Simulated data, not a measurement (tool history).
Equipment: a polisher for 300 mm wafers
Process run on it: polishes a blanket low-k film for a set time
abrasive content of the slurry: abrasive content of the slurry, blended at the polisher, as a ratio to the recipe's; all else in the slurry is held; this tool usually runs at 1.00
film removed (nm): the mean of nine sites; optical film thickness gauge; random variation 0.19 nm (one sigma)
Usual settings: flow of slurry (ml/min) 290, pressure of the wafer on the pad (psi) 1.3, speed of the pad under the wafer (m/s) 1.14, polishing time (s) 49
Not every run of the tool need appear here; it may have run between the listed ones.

| run | hour | flow of slurry (ml/min) | pressure of the wafer on the pad (psi) | speed of the pad under the wafer (m/s) | abrasive content of the slurry | polishing time (s) | wafers since the last listed run | wafers polished on this pad | hours since the slurry nozzle was cleaned | hours since the head pressure was calibrated | hours since the slurry blender was calibrated | hours since the conditioning disc was replaced | incoming thickness of the incoming film, nm | film removed (nm) |
|---|---|---|---|---|---|---|---|---|---|---|---|---|---|---|
| 1 | 0.0 | 290 | 1.3 | 1.14 | 1.00 | 43 | 0 | 214 | 136.9 | 1030.7 | 38.7 | 185.7 | 787.7 | 14.6 |
| 2 | 18.4 | 290 | 1.3 | 1.14 | 1.00 | 49 | 302 | 517 | 155.3 | 1049.1 | 57.1 | 204.1 | 782.5 | 16.0 |
| 3 | 47.4 | 290 | 1.3 | 1.14 | 1.00 | 49 | 476 | 993 | 184.3 | 1078.1 | 86.1 | 233.1 | 786.5 | 16.2 |
| 4 | 67.2 | 290 | 1.3 | 1.14 | 1.00 | 61 | 325 | 1318 | 204.1 | 1097.9 | 105.9 | 252.9 | 780.0 | 19.7 |
| 5 | 102.7 | 290 | 1.3 | 1.14 | 0.75 | 49 | 583 | 1901 | 239.6 | 1133.4 | 141.4 | 288.4 | 781.0 | 11.7 |
| 6 | 121.2 | 210 | 1.3 | 1.14 | 1.00 | 54 | 303 | 2205 | 258.1 | 1151.9 | 159.9 | 306.9 | 779.9 | 17.0 |
|  | 134.9 | worn pad replaced by a new one |
| 7 | 140.2 | 210 | 1.3 | 1.14 | 1.00 | 54 | 246 | 86 | 277.1 | 1170.9 | 178.9 | 325.9 | 795.4 | 16.1 |
| 8 | 153.8 | 210 | 1.3 | 1.14 | 1.00 | 54 | 223 | 310 | 290.7 | 1184.5 | 192.5 | 339.5 | 789.2 | 16.6 |
|  | 167.1 | slurry blender recalibrated |
| 9 | 181.6 | 290 | 1.3 | 1.14 | 1.00 | 49 | 423 | 734 | 318.5 | 1212.3 | 14.5 | 367.3 | 789.6 | 16.4 |
| 10 | 207.9 | 290 | 1.3 | 1.38 | 0.75 | 34 | 431 | 1166 | 344.8 | 1238.6 | 40.8 | 393.6 | 777.9 | 9.8 |
|  | 221.5 | slurry nozzle cleaned |
| 11 | 241.4 | 290 | 1.3 | 0.88 | 1.10 | 54 | 533 | 1699 | 19.9 | 1272.1 | 74.3 | 427.1 | 763.9 | 15.2 |
|  | 287.0 | worn pad replaced by a new one |
| 12 | 328.7 | 290 | 1.0 | 1.14 | 1.00 | 37 | 1368 | 684 | 107.2 | 1359.4 | 161.6 | 514.4 | 791.9 | 9.1 |
| 13 | 341.3 | 290 | 1.3 | 1.30 | 1.00 | 49 | 206 | 891 | 119.8 | 1372.0 | 174.2 | 527.0 | 774.2 | 16.6 |
| 14 | 370.8 | 290 | 1.3 | 1.14 | 1.00 | 43 | 484 | 1375 | 149.3 | 1401.5 | 203.7 | 556.5 | 773.2 | 12.9 |
|  | 380.1 | conditioning disc replaced and pad reconditioned |
| 15 | 396.7 | 290 | 1.3 | 1.14 | 1.00 | 49 | 392 | 1768 | 175.2 | 1427.4 | 229.6 | 16.6 | 782.0 | 14.5 |
|  | 407.3 | slurry blender recalibrated |
| 16 | 431.0 | 370 | 1.7 | 1.14 | 1.00 | 49 | 530 | 2298 | 209.5 | 1461.7 | 23.7 | 50.9 | 773.9 | 20.0 |
|  | 444.8 | worn pad replaced by a new one |
| 17 | 453.4 | 210 | 1.3 | 1.14 | 1.00 | 54 | 302 | 141 | 231.9 | 1484.1 | 46.1 | 73.3 | 768.3 | 16.2 |
| 18 | 471.9 | 290 | 1.3 | 1.02 | 1.00 | 63 | 303 | 445 | 250.4 | 1502.6 | 64.6 | 91.8 | 778.5 | 18.0 |
|  | 475.5 | head pressure recalibrated |
| 19 | 501.8 | 230 | 1.7 | 1.14 | 1.00 | 49 | 458 | 903 | 280.3 | 26.3 | 94.5 | 121.7 | 783.0 | 21.0 |
| 20 | 530.9 | 290 | 1.3 | 1.14 | 1.25 | 33 | 477 | 1381 | 309.4 | 55.4 | 123.6 | 150.8 | 780.0 | 13.0 |
| 21 | 559.1 | 360 | 1.3 | 1.48 | 0.85 | 56 | 463 | 1845 | 337.6 | 83.6 | 151.8 | 179.0 | 794.3 | 20.2 |
| 22 | 571.6 | 290 | 1.3 | 1.46 | 1.00 | 49 | 205 | 2050 | 350.1 | 96.1 | 164.3 | 191.5 | 778.1 | 20.1 |
|  | 600.9 | worn pad replaced by a new one |
| 23 | 601.4 | 290 | 1.3 | 0.92 | 1.00 | 63 | 423 | 8 | 379.9 | 125.9 | 194.1 | 221.3 | 769.9 | 17.8 |
| 24 | 626.2 | 290 | 1.3 | 1.14 | 1.00 | 49 | 407 | 415 | 404.7 | 150.7 | 218.9 | 246.1 | 788.0 | 15.8 |
|  | 630.5 | slurry nozzle cleaned |
|  | 639.3 | slurry blender recalibrated |
| 25 | 658.1 | 210 | 1.3 | 1.14 | 1.00 | 54 | 474 | 890 | 27.6 | 182.6 | 18.8 | 278.0 | 782.9 | 18.6 |

Predict each of these 4 candidate next runs independently; none follows another, all start after run 25:
| A | 658.5 | 290 | 1.0 | 1.14 | 1.00 | 49 | 6 | 897 | 28.0 | 183.0 | 19.2 | 278.4 | 766.1 | ? |
| B | 658.5 | 290 | 1.1 | 1.14 | 1.00 | 49 | 6 | 897 | 28.0 | 183.0 | 19.2 | 278.4 | 766.1 | ? |
| C | 658.5 | 230 | 1.3 | 0.84 | 1.00 | 49 | 6 | 897 | 28.0 | 183.0 | 19.2 | 278.4 | 766.1 | ? |
| D | 658.5 | 290 | 0.9 | 1.14 | 1.10 | 49 | 6 | 897 | 28.0 | 183.0 | 19.2 | 278.4 | 766.1 | ? |

| run | film removed (nm) |
|---|---|
| A | 13.9 |
| B | 15.1 |
| C | 13.4 |
| D | 13.6 |
Stripped of hidden state, with their random variation kept, the same runs would have yielded:
| run | film removed (nm) |
|---|---|
| A | 14.4 |
| B | 15.6 |
| C | 13.9 |
| D | 14.1 |
